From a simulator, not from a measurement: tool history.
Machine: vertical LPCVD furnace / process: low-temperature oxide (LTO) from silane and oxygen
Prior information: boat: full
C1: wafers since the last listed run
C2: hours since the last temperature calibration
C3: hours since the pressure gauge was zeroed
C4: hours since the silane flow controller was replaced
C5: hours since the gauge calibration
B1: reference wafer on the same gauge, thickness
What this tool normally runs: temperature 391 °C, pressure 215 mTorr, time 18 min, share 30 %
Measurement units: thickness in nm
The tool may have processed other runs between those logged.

Run 1, hour 0: usual settings but temperature 382 °C, time 12.5 min; C1 0; C2 2846.8; C3 1640.8; C4 4977.6; C5 135.6; B1 95.82. Result: thickness 64.68 nm.
Run 2, hour 7.8: usual settings; C1 102; C2 2854.6; C3 1648.6; C4 4985.4; C5 143.4; B1 95.84. Result: thickness 104.31 nm.
Run 3, hour 24.6: usual settings; C1 221; C2 2871.4; C3 1665.4; C4 5002.2; C5 160.2; B1 95.88. Result: thickness 103.96 nm.
Run 4, hour 35.3: usual settings; C1 140; C2 2882.1; C3 1676.1; C4 5012.9; C5 170.9; B1 95.96. Result: thickness 104.21 nm.
Run 5, hour 52.4: usual settings; C1 225; C2 2899.2; C3 1693.2; C4 5030; C5 188; B1 95.94. Result: thickness 104.36 nm.
Run 6, hour 61.1: usual settings; C1 114; C2 2907.9; C3 1701.9; C4 5038.7; C5 196.7; B1 95.91. Result: thickness 104.63 nm.
Run 7, hour 71: usual settings; C1 130; C2 2917.8; C3 1711.8; C4 5048.6; C5 206.6; B1 95.98. Result: thickness 104.83 nm.
Run 8, hour 85.2: usual settings but pressure 230 mTorr; C1 186; C2 2932; C3 1726; C4 5062.8; C5 220.8; B1 95.91. Result: thickness 111.79 nm.
Run 9, hour 102.5: usual settings; C1 227; C2 2949.3; C3 1743.3; C4 5080.1; C5 238.1; B1 95.89. Result: thickness 104.57 nm.
Run 10, hour 119.6: usual settings; C1 225; C2 2966.4; C3 1760.4; C4 5097.2; C5 255.2; B1 95.88. Result: thickness 104.91 nm.
Run 11, hour 132.5: usual settings; C1 169; C2 2979.3; C3 1773.3; C4 5110.1; C5 268.1; B1 95.94. Result: thickness 105.05 nm.
Run 12, hour 144.8: usual settings; C1 161; C2 2991.6; C3 1785.6; C4 5122.4; C5 280.4; B1 95.89. Result: thickness 105.02 nm.
At hour 165: gauge calibrated.
At hour 169.4: thermocouples replaced and temperature profile calibrated.
Run 13, hour 169.9: usual settings; C1 14; C2 0.5; C3 1810.7; C4 5147.5; C5 4.9; B1 95.91. Result: thickness 105.3 nm.
Run 14, hour 173.7: usual settings but temperature 400 °C, pressure 245 mTorr; C1 50; C2 4.3; C3 1814.5; C4 5151.3; C5 8.7; B1 95.88. Result: thickness 132.83 nm.
Run 15, hour 177.5: usual settings but share 26 %; C1 50; C2 8.1; C3 1818.3; C4 5155.1; C5 12.5; B1 95.89. Result: thickness 84.68 nm.
Run 16, hour 198.1: usual settings but temperature 382 °C, time 12.5 min; C1 271; C2 28.7; C3 1838.9; C4 5175.7; C5 33.1; B1 95.86. Result: thickness 65.66 nm.
At hour 231.2: silane flow controller replaced.
At hour 235.5: pressure gauge zeroed.
Run 17, hour 236: usual settings; C1 126; C2 66.6; C3 0.5; C4 4.8; C5 71; B1 95.89. Result: thickness 100.08 nm.
Run 18, hour 239.7: usual settings but pressure 235 mTorr, time 12 min, share 26 %; C1 48; C2 70.3; C3 4.2; C4 8.5; C5 74.7; B1 95.95. Result: thickness 58.4 nm.
Run 19, hour 243.5: usual settings but time 12.5 min, share 28 %; C1 50; C2 74.1; C3 8; C4 12.3; C5 78.5; B1 95.87. Result: thickness 62.77 nm.
Run 20, hour 247.3: usual settings but temperature 397 °C, time 14.5 min; C1 50; C2 77.9; C3 11.8; C4 16.1; C5 82.3; B1 95.91. Result: thickness 86.78 nm.
Run 21, hour 251: usual settings but time 24.5 min; C1 48; C2 81.6; C3 15.5; C4 19.8; C5 86; B1 95.87. Result: thickness 136.03 nm.
Run 22, hour 263.6: usual settings; C1 165; C2 94.2; C3 28.1; C4 32.4; C5 98.6; B1 95.89. Result: thickness 99.99 nm.
Run 23, hour 281: usual settings but temperature 396 °C, pressure 235 mTorr, time 14 min, share 36 %; C1 229; C2 111.6; C3 45.5; C4 49.8; C5 116; B1 95.84. Result: thickness 116.65 nm.
Run 24, hour 296.3: usual settings but pressure 190 mTorr; C1 201; C2 126.9; C3 60.8; C4 65.1; C5 131.3; B1 95.87. Result: thickness 88.49 nm.
Run 25, hour 302.6: usual settings but temperature 399 °C; C1 82; C2 133.2; C3 67.1; C4 71.4; C5 137.6; B1 95.85. Result: thickness 110.22 nm.

Run 26 is up next; what results do you expect?
Run 26, hour 310.6: usual settings but temperature 402 °C, pressure 190 mTorr, time 11 min, share 26 %; C1 105; C2 141.2; C3 75.1; C4 79.4; C5 145.6; B1 ?. Result: thickness ?.

{"run 26": {"B1": 95.92, "thickness": 49.87}}
If the tool had no hidden condition, the same run with the same run-to-run variation would have returned thickness 49.48 nm.
